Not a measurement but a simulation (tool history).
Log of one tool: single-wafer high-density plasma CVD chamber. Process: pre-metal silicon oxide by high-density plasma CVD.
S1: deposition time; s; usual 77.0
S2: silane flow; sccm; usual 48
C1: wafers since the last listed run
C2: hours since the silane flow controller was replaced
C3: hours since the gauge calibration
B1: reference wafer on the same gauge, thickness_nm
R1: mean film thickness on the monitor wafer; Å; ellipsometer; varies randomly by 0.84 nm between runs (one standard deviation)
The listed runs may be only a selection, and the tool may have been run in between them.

| run | hour | S1 | S2 | C1 | C2 | C3 | B1 | R1 |
|---|---|---|---|---|---|---|---|---|
| 1 | 0.0 | 82.7 | 48 | 0 | 3741.4 | 191.9 | 373.164 | 3846.59 |
| 2 | 12.8 | 71.9 | 48 | 191 | 3754.2 | 204.7 | 372.954 | 3334.48 |
| 3 | 83.0 | 67.6 | 48 | 1049 | 3824.4 | 274.9 | 372.951 | 3133.40 |
| 4 | 96.2 | 67.6 | 48 | 197 | 3837.6 | 288.1 | 373.163 | 3120.61 |
| 5 | 112.4 | 77.0 | 50 | 242 | 3853.8 | 304.3 | 372.973 | 3697.74 |
| 6 | 132.1 | 77.0 | 48 | 294 | 3873.5 | 324.0 | 372.995 | 3556.47 |
| 7 | 166.2 | 77.0 | 48 | 509 | 3907.6 | 358.1 | 372.924 | 3561.42 |
| 8 | 182.3 | 77.0 | 48 | 240 | 3923.7 | 374.2 | 372.937 | 3551.47 |
| 9 | 199.5 | 71.0 | 48 | 257 | 3940.9 | 391.4 | 373.084 | 3282.77 |
| 10 | 226.9 | 77.0 | 48 | 409 | 3968.3 | 418.8 | 372.971 | 3547.72 |
| 11 | 331.5 | 89.0 | 53 | 1563 | 4072.9 | 523.4 | 373.095 | 4512.70 |
| 12 | 352.3 | 89.0 | 53 | 310 | 4093.7 | 544.2 | 373.127 | 4504.32 |
| 13 | 370.5 | 71.1 | 48 | 272 | 4111.9 | 562.4 | 373.087 | 3270.24 |
| 14 | 393.6 | 71.1 | 48 | 345 | 4135.0 | 585.5 | 373.216 | 3274.81 |
| 15 | 425.3 | 77.0 | 54 | 473 | 4166.7 | 617.2 | 373.140 | 3952.44 |
| 16 | 454.7 | 77.0 | 54 | 439 | 4196.1 | 646.6 | 372.871 | 3950.56 |
| 17 | 478.5 | 77.0 | 48 | 355 | 4219.9 | 670.4 | 372.883 | 3526.74 |
| 18 | 493.6 | 77.0 | 48 | 225 | 4235.0 | 685.5 | 372.947 | 3528.16 |
| 19 | 507.4 | 77.0 | 48 | 206 | 4248.8 | 699.3 | 373.056 | 3520.51 |
| 20 | 536.4 | 82.4 | 39 | 433 | 4277.8 | 728.3 | 372.862 | 3121.84 |
| 21 | 569.4 | 89.9 | 54 | 493 | 4310.8 | 761.3 | 372.867 | 4599.21 |
| 22 | 595.8 | 77.0 | 48 | 394 | 4337.2 | 787.7 | 373.000 | 3532.79 |
| 23 | 619.0 | 68.6 | 56 | 346 | 4360.4 | 810.9 | 373.014 | 3616.19 |
| 24 | 639.0 | 90.5 | 56 | 299 | 4380.4 | 830.9 | 373.274 | 4783.54 |
| 25 | 665.7 | 77.0 | 48 | 399 | 4407.1 | 857.6 | 373.095 | 3531.76 |
|  | 678.0 | silane flow controller replaced |
| 26 | 695.3 | 84.1 | 45 | 322 | 17.3 | 887.2 | 372.902 | 3531.51 |
| 27 | 726.5 | 77.0 | 48 | 466 | 48.5 | 918.4 | 373.032 | 3442.18 |
|  | 733.4 | gauge calibrated |
| 28 | 759.2 | 77.0 | 48 | 488 | 81.2 | 25.8 | 372.993 | 3426.29 |
| 29 | 786.2 | 83.5 | 45 | 403 | 108.2 | 52.8 | 372.931 | 3500.96 |
| 30 | 806.4 | 77.0 | 48 | 302 | 128.4 | 73.0 | 373.099 | 3426.53 |
|  | 829.2 | silane flow controller replaced, repeated, since the last time left the tool worse |
| 31 | 839.7 | 72.2 | 55 | 378 | 10.5 | 106.3 | 372.945 | 3921.85 |
| 32 | 869.9 | 77.0 | 48 | 451 | 40.7 | 136.5 | 372.854 | 3692.15 |
| 33 | 901.5 | 91.8 | 51 | 472 | 72.3 | 168.1 | 372.921 | 4655.54 |
| 34 | 919.3 | 68.8 | 51 | 266 | 90.1 | 185.9 | 373.187 | 3480.41 |
| 35 | 941.6 | 77.0 | 48 | 333 | 112.4 | 208.2 | 373.000 | 3688.02 |
| 36 | 989.0 | 65.0 | 57 | 708 | 159.8 | 255.6 | 373.068 | 3645.57 |
| 37 | 1021.5 | 81.2 | 51 | 485 | 192.3 | 288.1 | 373.024 | 4101.16 |
| 38 | 1054.3 | 77.0 | 48 | 490 | 225.1 | 320.9 | 373.182 | 3677.20 |

Below are 5 alternative next runs, each starting from the tool's condition after run 38. Predict each:
| A | 1054.7 | 77.0 | 48 | 5 | 225.5 | 321.3 | ? | ? |
| B | 1054.7 | 77.0 | 53 | 5 | 225.5 | 321.3 | ? | ? |
| C | 1054.7 | 71.8 | 53 | 5 | 225.5 | 321.3 | ? | ? |
| D | 1054.7 | 62.1 | 42 | 5 | 225.5 | 321.3 | ? | ? |
| E | 1054.7 | 68.5 | 41 | 5 | 225.5 | 321.3 | ? | ? |

| run | B1 | R1 |
|---|---|---|
| A | 373.009 | 3689.94 |
| B | 373.009 | 4047.24 |
| C | 373.009 | 3773.92 |
| D | 373.009 | 2630.11 |
| E | 373.009 | 2837.59 |
What these runs would have given with no unlogged condition in the tool:
| run | R1 |
|---|---|
| A | 3705.33 |
| B | 4064.13 |
| C | 3789.67 |
| D | 2641.08 |
| E | 2849.44 |
